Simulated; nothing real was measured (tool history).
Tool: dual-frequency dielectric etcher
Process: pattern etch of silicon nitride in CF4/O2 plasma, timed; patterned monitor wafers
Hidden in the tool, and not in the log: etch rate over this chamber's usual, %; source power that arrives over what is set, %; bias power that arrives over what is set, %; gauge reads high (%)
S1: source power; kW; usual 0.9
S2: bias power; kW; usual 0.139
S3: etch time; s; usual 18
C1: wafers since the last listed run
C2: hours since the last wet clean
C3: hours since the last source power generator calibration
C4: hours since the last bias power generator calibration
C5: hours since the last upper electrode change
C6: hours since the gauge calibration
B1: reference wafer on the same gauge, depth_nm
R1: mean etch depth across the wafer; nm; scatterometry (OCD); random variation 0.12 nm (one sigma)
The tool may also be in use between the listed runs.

run	hour	S1	S2	S3	C1	C2	C3	C4	C5	C6	B1	R1
1	0	0.9	0.139	18	0	517.2	1832.1	1651.7	1267.8	835.1	46.1	52.5
# hour 33.6: wet clean of the chamber
# hour 78.2: source power generator calibrated
2	79.5	0.9	0.139	18	677	45.9	1.3	1731.2	1347.3	914.6	46.1	52.2
3	142.3	0.9	0.139	18	826	108.7	64.1	1794	1410.1	977.4	46.1	52.5
4	204.7	0.9	0.139	18	821	171.1	126.5	1856.4	1472.5	1039.8	46.1	52.4
5	293.4	0.9	0.139	18	1167	259.8	215.2	1945.1	1561.2	1128.5	46.1	52.6
6	398.3	0.9	0.139	18	1380	364.7	320.1	2050	1666.1	1233.4	46.1	52.6
# hour 424.9: bias power generator calibrated
7	490.9	0.9	0.139	18	1165	457.3	412.7	66	1758.7	1326	46.1	51.9
8	534.9	0.9	0.139	18	578	501.3	456.7	110	1802.7	1370	46.1	51.9
# hour 638.3: wet clean of the chamber
9	726.2	0.9	0.139	18	2201	87.9	648	301.3	1994	1561.3	46.1	51.7
10	766	0.9	0.139	13.5	523	127.7	687.8	341.1	2033.8	1601.1	46.1	38.9
11	859	0.9	0.139	13.5	1223	220.7	780.8	434.1	2126.8	1694.1	46.1	39.1
# hour 947.1: upper electrode replaced
12	947.6	1.02	0.105	16	850	309.3	869.4	522.7	0.5	1782.7	46.1	45.5
13	984.8	0.72	0.139	16.5	489	346.5	906.6	559.9	37.7	1819.9	46.1	39.7
14	1062.8	0.83	0.168	22	1026	424.5	984.6	637.9	115.7	1897.9	46.1	64.6
15	1139.4	0.7	0.173	22.5	1007	501.1	1061.2	714.5	192.3	1974.5	46.1	58.3
# hour 1187: wet clean of the chamber
16	1187.5	0.9	0.139	18	317	0.5	1109.3	762.6	240.4	2022.6	46.1	52
17	1262.4	0.73	0.109	16.5	985	75.4	1184.2	837.5	315.3	2097.5	46.1	36.2
18	1364.6	0.99	0.164	18	1344	177.6	1286.4	939.7	417.5	2199.7	46.1	60.4
19	1409.7	0.9	0.163	19.5	593	222.7	1331.5	984.8	462.6	2244.8	46.1	60.4
20	1495.4	0.9	0.139	18	1127	308.4	1417.2	1070.5	548.3	2330.5	46.1	52.2
21	1563.5	0.75	0.139	21	896	376.5	1485.3	1138.6	616.4	2398.6	46.1	52.4

Forecast run 22:
# hour 1647.7: wet clean of the chamber
# hour 1662.5: source power generator calibrated
22	1663.7	0.79	0.157	13.5	950	16	1.2	1238.8	716.6	2498.8	?	?

{"run 22": {"B1": 46.1, "R1": 37.1}}
Without the tool's hidden state the same run would have given R1 37.1 nm.
